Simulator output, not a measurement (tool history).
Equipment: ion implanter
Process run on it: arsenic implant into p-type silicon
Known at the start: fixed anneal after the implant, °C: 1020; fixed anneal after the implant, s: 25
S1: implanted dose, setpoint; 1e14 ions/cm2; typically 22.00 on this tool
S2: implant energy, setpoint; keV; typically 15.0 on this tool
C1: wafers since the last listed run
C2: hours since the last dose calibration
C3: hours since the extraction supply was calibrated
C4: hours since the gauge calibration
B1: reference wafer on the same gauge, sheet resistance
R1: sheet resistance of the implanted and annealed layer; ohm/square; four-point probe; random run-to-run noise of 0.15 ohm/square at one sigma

run   hour     S1    S2   C1      C2      C3     C4     B1      R1
  1    0.0  22.00  11.5    0  1644.9  3822.7  153.2  94.99  104.82
  2    6.1  22.00  11.5  138  1651.0  3828.8  159.3  95.04  105.12
  3   20.0  22.00  15.0  315  1664.9  3842.7  173.2  95.00  100.56
  4   32.4  22.00  15.0  281  1677.3  3855.1  185.6  95.03  100.52
  5   40.6  22.00  15.0  186  1685.5  3863.3  193.8  95.01  100.47
  6   58.4  22.00  15.0  403  1703.3  3881.1  211.6  94.99  100.49
  7   73.2  22.00  15.0  335  1718.1  3895.9  226.4  95.02  100.39
  8   86.7  22.00  15.0  306  1731.6  3909.4  239.9  95.01  100.56
  9   94.8  25.31  15.0  183  1739.7  3917.5  248.0  95.00   97.84
 10  104.8  25.31  15.0  226  1749.7  3927.5  258.0  95.02   97.79
 11  115.6  25.31  15.0  245  1760.5  3938.3  268.8  94.99   97.98
     124.8  -- gauge calibrated
 12  126.8  17.78  15.0  254  1771.7  3949.5    2.0  94.97  106.01
 13  144.7  27.71  10.5  406  1789.6  3967.4   19.9  95.01  101.77
 14  151.5  22.00  15.0  154  1796.4  3974.2   26.7  94.99  100.47
 15  165.2  26.02  12.5  310  1810.1  3987.9   40.4  95.01  100.65
     173.5  -- Faraday cup replaced and dose calibrated
     184.0  -- extraction supply calibrated
 16  184.5  18.34  10.5   74    11.0     0.5   59.7  94.99  110.05
 17  187.3  20.19  18.5   63    13.8     3.3   62.5  94.97   98.36

What does the tool deliver on the next run?
 18  197.8  16.84  16.5  238  24.3  13.8  73.0   ?   ?

B1: 95.00
R1: 105.47 ohm/square
With the hidden condition absent and the run-to-run variation left alone, this run would have shown R1 105.47 ohm/square.
